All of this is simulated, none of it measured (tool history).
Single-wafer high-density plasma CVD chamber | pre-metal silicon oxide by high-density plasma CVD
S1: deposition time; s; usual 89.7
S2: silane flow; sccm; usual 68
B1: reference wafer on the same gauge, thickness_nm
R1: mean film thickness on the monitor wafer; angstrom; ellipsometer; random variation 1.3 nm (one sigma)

run,hour,S1,S2,B1,R1
1,0.0,89.7,68,506.223,6488.11
2,16.3,89.7,68,506.173,6499.27
3,33.1,89.7,68,506.085,6481.02
4,46.3,77.0,68,506.056,5562.68
5,63.2,89.7,62,506.032,5925.39
6,70.9,89.7,62,506.343,5939.63
7,86.3,89.7,68,506.336,6521.24
8,98.7,94.0,68,506.300,6793.54
9,114.6,85.5,71,505.953,6471.98
10,131.2,85.5,71,505.817,6453.10
11,148.2,103.4,60,506.049,6592.93
12,158.5,103.4,60,505.688,6603.33
13,176.5,89.7,68,506.323,6488.84
14,189.6,89.7,68,506.069,6493.60
15,200.3,89.7,68,506.080,6489.39
16,216.6,89.7,68,506.193,6511.06
17,228.6,89.7,68,506.024,6485.28
18,243.0,89.7,68,506.235,6468.96
19,251.4,89.7,73,505.734,6995.30
20,267.0,89.7,73,506.206,6986.28
21,277.5,89.7,58,506.094,5542.02
22,285.6,89.7,58,505.661,5528.68
23,292.6,89.7,58,506.306,5549.22
24,302.1,81.8,68,505.634,5902.43
25,316.6,98.4,68,506.293,7136.12
26,324.0,89.7,61,505.979,5828.05
27,340.4,81.9,68,505.990,5935.92
28,355.4,74.6,68,506.084,5394.12

Run 29 comes next. What will it give?
29,367.8,75.3,59,?,?

{"run 29": {"B1": 506.033, "R1": 4727.35}}
Without the tool's hidden state the same run would have given R1 4477.75 angstrom.

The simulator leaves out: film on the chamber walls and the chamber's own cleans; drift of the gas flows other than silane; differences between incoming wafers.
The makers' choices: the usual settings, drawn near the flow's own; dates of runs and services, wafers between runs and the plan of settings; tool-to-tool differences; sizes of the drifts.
